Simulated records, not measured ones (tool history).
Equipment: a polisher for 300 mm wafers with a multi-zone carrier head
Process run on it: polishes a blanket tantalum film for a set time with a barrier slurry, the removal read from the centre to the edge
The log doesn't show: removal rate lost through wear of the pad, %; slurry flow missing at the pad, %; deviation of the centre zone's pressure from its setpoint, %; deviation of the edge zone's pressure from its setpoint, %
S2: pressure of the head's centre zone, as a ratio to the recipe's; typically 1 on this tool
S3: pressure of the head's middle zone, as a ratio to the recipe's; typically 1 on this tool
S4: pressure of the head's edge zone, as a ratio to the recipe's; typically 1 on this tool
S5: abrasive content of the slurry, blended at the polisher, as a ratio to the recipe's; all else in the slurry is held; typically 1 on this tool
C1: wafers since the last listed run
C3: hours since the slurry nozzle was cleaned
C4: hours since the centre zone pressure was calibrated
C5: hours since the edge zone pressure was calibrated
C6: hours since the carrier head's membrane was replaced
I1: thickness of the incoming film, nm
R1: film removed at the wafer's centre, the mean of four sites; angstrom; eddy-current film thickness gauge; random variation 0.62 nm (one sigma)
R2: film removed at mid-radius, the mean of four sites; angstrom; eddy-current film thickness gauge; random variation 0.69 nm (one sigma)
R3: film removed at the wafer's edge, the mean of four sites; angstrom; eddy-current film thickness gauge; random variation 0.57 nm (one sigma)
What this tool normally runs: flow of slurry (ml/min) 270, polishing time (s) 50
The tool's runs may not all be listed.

Run 1, hour 0: usual settings; C1 0; wafers polished on this pad 190; C3 248.5; C4 595.3; C5 814.3; C6 997.8; I1 380.8. Result: R1 685 angstrom, R2 767 angstrom, R3 742 angstrom.
Run 2, hour 7.7: usual settings; C1 87; wafers polished on this pad 278; C3 256.2; C4 603; C5 822; C6 1005.5; I1 385.4. Result: R1 679 angstrom, R2 761 angstrom, R3 747 angstrom.
Run 3, hour 17.7: usual settings; C1 114; wafers polished on this pad 392; C3 266.2; C4 613; C5 832; C6 1015.5; I1 378.2. Result: R1 677 angstrom, R2 756 angstrom, R3 740 angstrom.
Run 4, hour 29.1: usual settings; C1 130; wafers polished on this pad 522; C3 277.6; C4 624.4; C5 843.4; C6 1026.9; I1 381.3. Result: R1 673 angstrom, R2 765 angstrom, R3 736 angstrom.
Run 5, hour 39.1: usual settings; C1 114; wafers polished on this pad 636; C3 287.6; C4 634.4; C5 853.4; C6 1036.9; I1 383. Result: R1 674 angstrom, R2 754 angstrom, R3 743 angstrom.
Run 6, hour 54.6: usual settings; C1 176; wafers polished on this pad 813; C3 303.1; C4 649.9; C5 868.9; C6 1052.4; I1 382.8. Result: R1 670 angstrom, R2 754 angstrom, R3 749 angstrom.
At hour 68.5: centre zone pressure recalibrated.
Run 7, hour 72.1: usual settings; C1 176; wafers polished on this pad 990; C3 320.6; C4 3.6; C5 886.4; C6 1069.9; I1 382.9. Result: R1 768 angstrom, R2 763 angstrom, R3 741 angstrom.
At hour 77.4: slurry nozzle cleaned.
Run 8, hour 79.6: usual settings but polishing time (s) 39; C1 74; wafers polished on this pad 1064; C3 2.2; C4 11.1; C5 893.9; C6 1077.4; I1 379.1. Result: R1 644 angstrom, R2 630 angstrom, R3 608 angstrom.
Run 9, hour 91.7: usual settings but flow of slurry (ml/min) 205, polishing time (s) 62; C1 137; wafers polished on this pad 1202; C3 14.3; C4 23.2; C5 906; C6 1089.5; I1 378.2. Result: R1 976 angstrom, R2 953 angstrom, R3 925 angstrom.
At hour 98.1: worn pad replaced by a new one.
Run 10, hour 98.6: usual settings; C1 33; wafers polished on this pad 5; C3 21.2; C4 30.1; C5 912.9; C6 1096.4; I1 381.8. Result: R1 807 angstrom, R2 794 angstrom, R3 780 angstrom.
At hour 108.2: edge zone pressure recalibrated.
Run 11, hour 108.7: usual settings but flow of slurry (ml/min) 330, S3 0.93, S5 0.85; C1 92; wafers polished on this pad 98; C3 31.3; C4 40.2; C5 0.5; C6 1106.5; I1 384.5. Result: R1 774 angstrom, R2 750 angstrom, R3 728 angstrom.
Run 12, hour 113.9: usual settings; C1 59; wafers polished on this pad 157; C3 36.5; C4 45.4; C5 5.7; C6 1111.7; I1 383.2. Result: R1 801 angstrom, R2 812 angstrom, R3 766 angstrom.
Run 13, hour 121.2: usual settings; C1 83; wafers polished on this pad 240; C3 43.8; C4 52.7; C5 13; C6 1119; I1 373.6. Result: R1 803 angstrom, R2 800 angstrom, R3 778 angstrom.
At hour 132.7: carrier head's membrane replaced by a new one.
Run 14, hour 136.4: usual settings but S5 1.1; C1 116; wafers polished on this pad 356; C3 59; C4 67.9; C5 28.2; C6 3.7; I1 376.1. Result: R1 812 angstrom, R2 796 angstrom, R3 784 angstrom.
Run 15, hour 150.3: usual settings but S2 1.1, S4 1.06, S5 1.25, polishing time (s) 45; C1 158; wafers polished on this pad 515; C3 72.9; C4 81.8; C5 42.1; C6 17.6; I1 378.1. Result: R1 838 angstrom, R2 759 angstrom, R3 745 angstrom.
Run 16, hour 166: usual settings but S2 1.1; C1 179; wafers polished on this pad 694; C3 88.6; C4 97.5; C5 57.8; C6 33.3; I1 379.6. Result: R1 860 angstrom, R2 785 angstrom, R3 753 angstrom.
Run 17, hour 172.7: usual settings but flow of slurry (ml/min) 185, S3 0.95; C1 76; wafers polished on this pad 770; C3 95.3; C4 104.2; C5 64.5; C6 40; I1 382.8. Result: R1 725 angstrom, R2 713 angstrom, R3 725 angstrom.

A few steps of R1 between consecutive runs. Split each: what settings, incoming material and random variation would produce without the hidden state, and what is left over for the hidden state, along with gauge scatter present in only one of the two compared results (measured, and without hidden state):
Run 6 -> 7: centre zone pressure recalibrated. R1 +98 angstrom: hidden state +98, all else +0.
Run 8 -> 9: flow of slurry (ml/min) 270 -> 205, polishing time (s) 39 -> 62. R1 +332 angstrom: hidden state -7, all else +339.

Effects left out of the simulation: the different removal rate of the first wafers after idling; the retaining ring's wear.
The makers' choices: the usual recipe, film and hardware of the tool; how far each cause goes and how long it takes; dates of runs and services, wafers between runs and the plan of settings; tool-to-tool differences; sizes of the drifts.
